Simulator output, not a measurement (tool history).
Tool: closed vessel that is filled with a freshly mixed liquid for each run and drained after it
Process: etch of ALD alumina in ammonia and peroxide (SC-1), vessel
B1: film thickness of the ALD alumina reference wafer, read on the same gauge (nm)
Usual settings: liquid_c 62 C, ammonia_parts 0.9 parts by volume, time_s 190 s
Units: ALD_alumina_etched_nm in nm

{"run": 1, "hour": 0.0, "liquid_c": 62, "ammonia_parts": 0.9, "time_s": 190, "B1": 140.03, "ALD_alumina_etched_nm": 17.1}
{"run": 2, "hour": 84.3, "liquid_c": 62, "ammonia_parts": 0.9, "time_s": 275, "B1": 140.03, "ALD_alumina_etched_nm": 24.74}
{"hour": 203.1, "done": "new drum of ammonia solution connected"}
{"run": 3, "hour": 212.7, "liquid_c": 62, "ammonia_parts": 0.9, "time_s": 275, "B1": 140.02, "ALD_alumina_etched_nm": 24.97}
{"run": 4, "hour": 422.3, "liquid_c": 62, "ammonia_parts": 0.9, "time_s": 190, "B1": 140.01, "ALD_alumina_etched_nm": 17.19}
{"run": 5, "hour": 523.5, "liquid_c": 62, "ammonia_parts": 0.9, "time_s": 190, "B1": 140.02, "ALD_alumina_etched_nm": 17.28}
{"run": 6, "hour": 608.4, "liquid_c": 62, "ammonia_parts": 0.9, "time_s": 190, "B1": 140.01, "ALD_alumina_etched_nm": 17.08}
{"run": 7, "hour": 694.5, "liquid_c": 62, "ammonia_parts": 0.9, "time_s": 190, "B1": 140.01, "ALD_alumina_etched_nm": 17.15}
{"hour": 755.4, "done": "new drum of ammonia solution connected"}
{"run": 8, "hour": 767.4, "liquid_c": 62, "ammonia_parts": 0.9, "time_s": 190, "B1": 140.02, "ALD_alumina_etched_nm": 17.03}
{"run": 9, "hour": 829.9, "liquid_c": 62, "ammonia_parts": 0.9, "time_s": 190, "B1": 139.99, "ALD_alumina_etched_nm": 17.08}
{"hour": 856.7, "done": "ammonia flow meter replaced"}
{"run": 10, "hour": 909.2, "liquid_c": 62, "ammonia_parts": 0.9, "time_s": 190, "B1": 139.97, "ALD_alumina_etched_nm": 17.14}
{"hour": 934.5, "done": "gauge calibrated"}
{"hour": 937.8, "done": "thermometer replaced"}
{"run": 11, "hour": 965.7, "liquid_c": 62, "ammonia_parts": 0.9, "time_s": 190, "B1": 140.01, "ALD_alumina_etched_nm": 17}
{"run": 12, "hour": 1017.1, "liquid_c": 59.5, "ammonia_parts": 0.9, "time_s": 190, "B1": 140, "ALD_alumina_etched_nm": 14.98}
{"run": 13, "hour": 1056.3, "liquid_c": 62, "ammonia_parts": 0.65, "time_s": 125, "B1": 140, "ALD_alumina_etched_nm": 10.82}
{"hour": 1101.6, "done": "new drum of ammonia solution connected, repeated, since the last time left the tool worse"}
{"run": 14, "hour": 1161.9, "liquid_c": 62, "ammonia_parts": 0.9, "time_s": 260, "B1": 139.98, "ALD_alumina_etched_nm": 23.55}
{"run": 15, "hour": 1209.7, "liquid_c": 62, "ammonia_parts": 0.9, "time_s": 150, "B1": 140.05, "ALD_alumina_etched_nm": 13.69}
{"run": 16, "hour": 1297.3, "liquid_c": 70, "ammonia_parts": 1.15, "time_s": 255, "B1": 140.02, "ALD_alumina_etched_nm": 35.15}
{"run": 17, "hour": 1391.2, "liquid_c": 70, "ammonia_parts": 1.2, "time_s": 85, "B1": 139.99, "ALD_alumina_etched_nm": 11.79}
{"run": 18, "hour": 1440.7, "liquid_c": 57.5, "ammonia_parts": 0.55, "time_s": 160, "B1": 140.01, "ALD_alumina_etched_nm": 10.89}

Run 19 comes next. What will it give?
{"run": 19, "hour": 1535.7, "liquid_c": 67, "ammonia_parts": 0.55, "time_s": 140, "B1": "?", "ALD_alumina_etched_nm": "?"}

{"run 19": {"B1": 140.01, "ALD_alumina_etched_nm": 15.54}}
Without the tool's hidden state the same run would have given ALD_alumina_etched_nm 15.63 nm.
